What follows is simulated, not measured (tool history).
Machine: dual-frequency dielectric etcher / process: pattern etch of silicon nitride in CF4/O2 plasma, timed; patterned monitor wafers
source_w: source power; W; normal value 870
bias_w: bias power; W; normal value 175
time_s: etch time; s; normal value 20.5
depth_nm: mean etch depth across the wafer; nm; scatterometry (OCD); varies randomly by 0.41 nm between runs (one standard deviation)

run    hour  source_w  bias_w  time_s  wafers since the last listed run  hours since the last wet clean  hours since the last source power generator calibration  hours since the last bias power generator calibration  hours since the last upper electrode change  hours since the gauge calibration  read-back reference wafer on the same gauge, depth_nm  depth_nm
  1     0.0       870     175    20.5                                 0                           490.6                                                    149.2                                                 3386.4                                       3470.1                             2650.4                                                   71.2      70.6
  2    48.2       870     175    20.5                              1004                           538.8                                                    197.4                                                 3434.6                                       3518.3                             2698.6                                                   71.3      70.5
  3   111.9       870     175    20.5                              1328                           602.5                                                    261.1                                                 3498.3                                       3582.0                             2762.3                                                   71.2      70.4
      163.7  -- bias power generator calibrated
  4   173.0       930     163    20.5                              1190                           663.6                                                    322.2                                                    9.3                                       3643.1                             2823.4                                                   71.4      72.4
      223.9  -- wet clean of the chamber
      371.8  -- gauge calibrated
  5   419.0       870     175    20.5                              4628                           195.1                                                    568.2                                                  255.3                                       3889.1                               47.2                                                   71.3      70.8
  6   492.9       870     175    20.5                              1540                           269.0                                                    642.1                                                  329.2                                       3963.0                              121.1                                                   71.1      69.4
  7   535.1       870     175    20.5                               879                           311.2                                                    684.3                                                  371.4                                       4005.2                              163.3                                                   71.1      69.8
  8   639.6       870     175    20.5                              2178                           415.7                                                    788.8                                                  475.9                                       4109.7                              267.8                                                   71.3      69.4
      694.5  -- upper electrode replaced
      824.0  -- wet clean of the chamber
  9   926.0       870     175    20.5                              4970                           102.0                                                   1075.2                                                  762.3                                        231.5                              554.2                                                   71.3      69.0
 10   990.0       870     189    20.5                              1334                           166.0                                                   1139.2                                                  826.3                                        295.5                              618.2                                                   71.2      70.5
 11  1047.8       930     193    20.5                              1205                           223.8                                                   1197.0                                                  884.1                                        353.3                              676.0                                                   71.4      76.4
 12  1143.7       680     175    20.5                              1999                           319.7                                                   1292.9                                                  980.0                                        449.2                              771.9                                                   71.0      53.7
 13  1195.3       770     150    25.0                              1075                           371.3                                                   1344.5                                                 1031.6                                        500.8                              823.5                                                   71.4      68.8
 14  1231.8       870     175    20.5                               760                           407.8                                                   1381.0                                                 1068.1                                        537.3                              860.0                                                   71.4      67.9
 15  1333.7       870     175    20.5                              2124                           509.7                                                   1482.9                                                 1170.0                                        639.2                              961.9                                                   71.5      68.1
     1407.8  -- wet clean of the chamber
     1429.5  -- source power generator calibrated
 16  1430.0       790     162    24.5                              1423                            22.2                                                      0.5                                                 1266.3                                        735.5                             1058.2                                                   71.3      75.1
 17  1493.1       870     175    20.5                              1315                            85.3                                                     63.6                                                 1329.4                                        798.6                             1121.3                                                   71.6      71.8
 18  1591.6       870     175    20.5                              2053                           183.8                                                    162.1                                                 1427.9                                        897.1                             1219.8                                                   71.2      70.8
 19  1683.1      1030     175    18.5                              1907                           275.3                                                    253.6                                                 1519.4                                        988.6                             1311.3                                                   71.5      75.1
 20  1756.3       950     194    20.5                              1526                           348.5                                                    326.8                                                 1592.6                                       1061.8                             1384.5                                                   71.2      80.6
 21  1853.4       870     175    20.5                              2024                           445.6                                                    423.9                                                 1689.7                                       1158.9                             1481.6                                                   71.2      71.0
 22  1902.8       870     175    20.5                              1029                           495.0                                                    473.3                                                 1739.1                                       1208.3                             1531.0                                                   71.2      70.6
 23  1980.9       930     175    17.5                              1628                           573.1                                                    551.4                                                 1817.2                                       1286.4                             1609.1                                                   71.2      63.9
 24  2039.8      1010     146    17.5                              1227                           632.0                                                    610.3                                                 1876.1                                       1345.3                             1668.0                                                   71.2      63.4
     2101.3  -- wet clean of the chamber
 25  2114.2       660     152    20.5                              1050                            12.9                                                    684.7                                                 1950.5                                       1419.7                             1742.4                                                   71.3      50.6
 26  2175.3       870     175    20.5                              1273                            74.0                                                    745.8                                                 2011.6                                       1480.8                             1803.5                                                   71.1      70.9
 27  2259.6       710     175    20.5                              1757                           158.3                                                    830.1                                                 2095.9                                       1565.1                             1887.8                                                   71.1      57.7
 28  2341.5       870     175    22.5                              1707                           240.2                                                    912.0                                                 2177.8                                       1647.0                             1969.7                                                   71.1      77.5
 29  2442.0       730     137    20.5                              2095                           340.7                                                   1012.5                                                 2278.3                                       1747.5                             2070.2                                                   71.4      52.5

Alternative continuations, all from the tool just after run 29; predict every row:
  A  2442.4       870     175    20.5                                 8                           341.1                                                   1012.9                                                 2278.7                                       1747.9                             2070.6                                                      ?         ?
  B  2442.4       870     193    20.5                                 8                           341.1                                                   1012.9                                                 2278.7                                       1747.9                             2070.6                                                      ?         ?
  C  2442.4       870     145    24.5                                 8                           341.1                                                   1012.9                                                 2278.7                                       1747.9                             2070.6                                                      ?         ?
  D  2442.4       710     175    22.0                                 8                           341.1                                                   1012.9                                                 2278.7                                       1747.9                             2070.6                                                      ?         ?
  E  2442.4       870     175    25.5                                 8                           341.1                                                   1012.9                                                 2278.7                                       1747.9                             2070.6                                                      ?         ?

run  read-back reference wafer on the same gauge, depth_nm  depth_nm
  A                                                   71.2      69.8
  B                                                   71.2      73.0
  C                                                   71.2      76.5
  D                                                   71.2      61.5
  E                                                   71.2      86.9
Stripped of hidden state, with their random variation kept, the same runs would have yielded:
run  depth_nm
  A      70.7
  B      73.9
  C      77.4
  D      62.2
  E      87.9
